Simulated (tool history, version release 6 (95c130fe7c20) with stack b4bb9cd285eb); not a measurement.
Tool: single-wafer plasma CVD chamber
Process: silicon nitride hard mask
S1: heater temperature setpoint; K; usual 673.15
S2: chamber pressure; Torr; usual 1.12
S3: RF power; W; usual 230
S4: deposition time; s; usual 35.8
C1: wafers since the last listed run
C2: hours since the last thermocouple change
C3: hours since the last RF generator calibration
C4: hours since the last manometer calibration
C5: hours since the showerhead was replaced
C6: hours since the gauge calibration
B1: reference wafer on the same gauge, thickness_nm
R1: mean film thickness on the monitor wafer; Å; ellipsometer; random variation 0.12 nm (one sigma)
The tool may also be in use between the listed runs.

run 1 hour=0 | S1=673.15 S2=1.12 S3=230 S4=35.8 | C1=0 C2=1240.2 C3=1976.9 C4=2654.2 C5=5738.6 C6=1473.4 | B1=28.527 | R1=304.59
run 2 hour=14 | S1=673.15 S2=1.12 S3=230 S4=35.8 | C1=264 C2=1254.2 C3=1990.9 C4=2668.2 C5=5752.6 C6=1487.4 | B1=28.546 | R1=302.75
run 3 hour=34.6 | S1=673.15 S2=1.12 S3=230 S4=35.8 | C1=388 C2=1274.8 C3=2011.5 C4=2688.8 C5=5773.2 C6=1508 | B1=28.502 | R1=303.22
-- hour=50.7 capacitance manometer re-zeroed and calibrated
run 4 hour=58.3 | S1=673.15 S2=1.12 S3=230 S4=41.4 | C1=296 C2=1298.5 C3=2035.2 C4=7.6 C5=5796.9 C6=1531.7 | B1=28.523 | R1=350.78
run 5 hour=79.3 | S1=673.15 S2=1.12 S3=230 S4=41.4 | C1=396 C2=1319.5 C3=2056.2 C4=28.6 C5=5817.9 C6=1552.7 | B1=28.493 | R1=351.06
-- hour=89.5 showerhead replaced
run 6 hour=111.9 | S1=686.15 S2=1.33 S3=250 S4=32 | C1=463 C2=1352.1 C3=2088.8 C4=61.2 C5=22.4 C6=1585.3 | B1=28.402 | R1=304.76
run 7 hour=139.1 | S1=673.15 S2=1.12 S3=230 S4=35.8 | C1=512 C2=1379.3 C3=2116 C4=88.4 C5=49.6 C6=1612.5 | B1=28.418 | R1=301.38
run 8 hour=159.3 | S1=673.15 S2=1.12 S3=230 S4=35.8 | C1=380 C2=1399.5 C3=2136.2 C4=108.6 C5=69.8 C6=1632.7 | B1=28.425 | R1=301.06
run 9 hour=176.1 | S1=673.15 S2=1.12 S3=230 S4=35.8 | C1=316 C2=1416.3 C3=2153 C4=125.4 C5=86.6 C6=1649.5 | B1=28.361 | R1=300.29
-- hour=195.8 gauge calibrated
run 10 hour=271.7 | S1=673.15 S2=1.12 S3=230 S4=35.8 | C1=1802 C2=1511.9 C3=2248.6 C4=221 C5=182.2 C6=75.9 | B1=29.465 | R1=314.36
run 11 hour=297.8 | S1=677.15 S2=0.88 S3=230 S4=28.7 | C1=492 C2=1538 C3=2274.7 C4=247.1 C5=208.3 C6=102 | B1=29.524 | R1=230.69
run 12 hour=319.1 | S1=673.15 S2=1.12 S3=230 S4=35.8 | C1=401 C2=1559.3 C3=2296 C4=268.4 C5=229.6 C6=123.3 | B1=29.484 | R1=313.9
-- hour=334.3 RF generator calibrated
run 13 hour=349.7 | S1=679.15 S2=1.36 S3=275 S4=35.8 | C1=426 C2=1589.9 C3=15.4 C4=299 C5=260.2 C6=153.9 | B1=29.513 | R1=386.67
run 14 hour=370.9 | S1=673.15 S2=1.12 S3=230 S4=35.8 | C1=399 C2=1611.1 C3=36.6 C4=320.2 C5=281.4 C6=175.1 | B1=29.44 | R1=313.33
-- hour=385.4 thermocouple changed; heater temperature recalibrated
run 15 hour=390 | S1=673.15 S2=0.9 S3=230 S4=37.7 | C1=209 C2=4.6 C3=55.7 C4=339.3 C5=300.5 C6=194.2 | B1=29.465 | R1=305.93
run 16 hour=406 | S1=673.15 S2=0.94 S3=255 S4=42 | C1=301 C2=20.6 C3=71.7 C4=355.3 C5=316.5 C6=210.2 | B1=29.471 | R1=376.95
run 17 hour=434.4 | S1=663.15 S2=1.29 S3=245 S4=29.1 | C1=535 C2=49 C3=100.1 C4=383.7 C5=344.9 C6=238.6 | B1=29.447 | R1=281.53
run 18 hour=467.5 | S1=673.15 S2=1.12 S3=230 S4=41.4 | C1=624 C2=82.1 C3=133.2 C4=416.8 C5=378 C6=271.7 | B1=29.461 | R1=361.58
run 19 hour=489.6 | S1=673.15 S2=1.12 S3=185 S4=42.9 | C1=416 C2=104.2 C3=155.3 C4=438.9 C5=400.1 C6=293.8 | B1=29.468 | R1=307.26
run 20 hour=502.5 | S1=673.15 S2=1.12 S3=210 S4=35.8 | C1=243 C2=117.1 C3=168.2 C4=451.8 C5=413 C6=306.7 | B1=29.495 | R1=286.92
run 21 hour=537.8 | S1=673.15 S2=1.32 S3=185 S4=35.8 | C1=665 C2=152.4 C3=203.5 C4=487.1 C5=448.3 C6=342 | B1=29.484 | R1=269.76
run 22 hour=569.9 | S1=673.15 S2=1.12 S3=230 S4=35.8 | C1=605 C2=184.5 C3=235.6 C4=519.2 C5=480.4 C6=374.1 | B1=29.452 | R1=312.66
run 23 hour=643.8 | S1=684.15 S2=1.12 S3=230 S4=37.9 | C1=1393 C2=258.4 C3=309.5 C4=593.1 C5=554.3 C6=448 | B1=29.405 | R1=330.43
run 24 hour=661.9 | S1=673.15 S2=0.86 S3=260 S4=35.8 | C1=341 C2=276.5 C3=327.6 C4=611.2 C5=572.4 C6=466.1 | B1=29.436 | R1=315.63
run 25 hour=680.9 | S1=685.15 S2=0.89 S3=185 S4=33.4 | C1=358 C2=295.5 C3=346.6 C4=630.2 C5=591.4 C6=485.1 | B1=29.426 | R1=219.51
run 26 hour=715.4 | S1=683.15 S2=1.12 S3=265 S4=42.9 | C1=650 C2=330 C3=381.1 C4=664.7 C5=625.9 C6=519.6 | B1=29.422 | R1=419.04
run 27 hour=745.3 | S1=673.15 S2=1.12 S3=230 S4=35.8 | C1=563 C2=359.9 C3=411 C4=694.6 C5=655.8 C6=549.5 | B1=29.393 | R1=312.47
run 28 hour=768.8 | S1=660.15 S2=0.85 S3=195 S4=39.1 | C1=443 C2=383.4 C3=434.5 C4=718.1 C5=679.3 C6=573 | B1=29.417 | R1=269.66
run 29 hour=788 | S1=679.15 S2=0.92 S3=215 S4=33.5 | C1=362 C2=402.6 C3=453.7 C4=737.3 C5=698.5 C6=592.2 | B1=29.327 | R1=257.6
run 30 hour=800.8 | S1=660.15 S2=0.85 S3=195 S4=39.1 | C1=241 C2=415.4 C3=466.5 C4=750.1 C5=711.3 C6=605 | B1=29.328 | R1=268.93

3 ways to go on from here, each from the tool as it stands after run 30. What would each give?
run A hour=801.2 | S1=673.15 S2=1.12 S3=230 S4=35.8 | C1=7 C2=415.8 C3=466.9 C4=750.5 C5=711.7 C6=605.4 | B1=? | R1=?
run B hour=801.2 | S1=669.15 S2=0.86 S3=210 S4=35.8 | C1=7 C2=415.8 C3=466.9 C4=750.5 C5=711.7 C6=605.4 | B1=? | R1=?
run C hour=801.2 | S1=668.15 S2=1.29 S3=275 S4=29.3 | C1=7 C2=415.8 C3=466.9 C4=750.5 C5=711.7 C6=605.4 | B1=? | R1=?

run=A B1=29.381 R1=311.93
run=B B1=29.381 R1=263.39
run=C B1=29.381 R1=309.63
Without the tool's hidden state the same runs would have given:
run=A R1=312.3
run=B R1=263.69
run=C R1=309.99
